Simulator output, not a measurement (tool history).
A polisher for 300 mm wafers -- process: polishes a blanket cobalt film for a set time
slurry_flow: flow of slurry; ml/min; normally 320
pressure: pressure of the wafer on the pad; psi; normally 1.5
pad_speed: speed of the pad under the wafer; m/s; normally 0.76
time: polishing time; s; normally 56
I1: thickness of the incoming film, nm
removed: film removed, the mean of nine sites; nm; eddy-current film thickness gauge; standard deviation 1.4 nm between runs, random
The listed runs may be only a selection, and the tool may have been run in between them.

Run 1, hour 0.0: usual settings; I1 621.3. Result: removed 169.8 nm.
Run 2, hour 53.3: usual settings; I1 628.5. Result: removed 166.2 nm.
Run 3, hour 68.0: usual settings; I1 617.9. Result: removed 168.5 nm.
At hour 79.7: worn pad replaced by a new one.
At hour 93.6: head pressure recalibrated.
Run 4, hour 95.2: usual settings; I1 610.7. Result: removed 166.4 nm.
Run 5, hour 109.0: usual settings; I1 621.8. Result: removed 167.3 nm.
Run 6, hour 121.9: usual settings; I1 622.9. Result: removed 167.0 nm.
Run 7, hour 128.2: usual settings; I1 627.7. Result: removed 168.2 nm.
Run 8, hour 138.7: usual settings; I1 629.0. Result: removed 166.4 nm.
Run 9, hour 148.3: usual settings but slurry_flow 245 ml/min, time 36 s; I1 631.6. Result: removed 104.4 nm.
Run 10, hour 160.7: usual settings but slurry_flow 250 ml/min; I1 613.7. Result: removed 162.5 nm.
At hour 164.4: slurry nozzle cleaned.
At hour 171.1: worn pad replaced by a new one.
Run 11, hour 171.6: usual settings but slurry_flow 255 ml/min, pressure 2.0 psi, pad_speed 0.84 m/s; I1 629.8. Result: removed 216.8 nm.
Run 12, hour 176.8: usual settings; I1 618.7. Result: removed 165.6 nm.
Run 13, hour 193.4: usual settings but time 74 s; I1 622.3. Result: removed 220.7 nm.
Run 14, hour 204.5: usual settings; I1 608.7. Result: removed 165.9 nm.
Run 15, hour 216.0: usual settings; I1 623.7. Result: removed 167.3 nm.
Run 16, hour 225.4: usual settings but slurry_flow 220 ml/min; I1 613.4. Result: removed 160.8 nm.

Here are 3 independent what-if runs from the current tool condition. What would each one return?
Run A, hour 225.8: usual settings; I1 624.2. Result: removed ?.
Run B, hour 225.8: usual settings but pad_speed 0.62 m/s; I1 624.2. Result: removed ?.
Run C, hour 225.8: usual settings but slurry_flow 275 ml/min, pad_speed 0.96 m/s; I1 624.2. Result: removed ?.

run  removed
  A    167.2
  B    146.8
  C    193.5
Without the tool's unlogged condition, the same runs would have read:
run  removed
  A    167.2
  B    146.8
  C    193.5
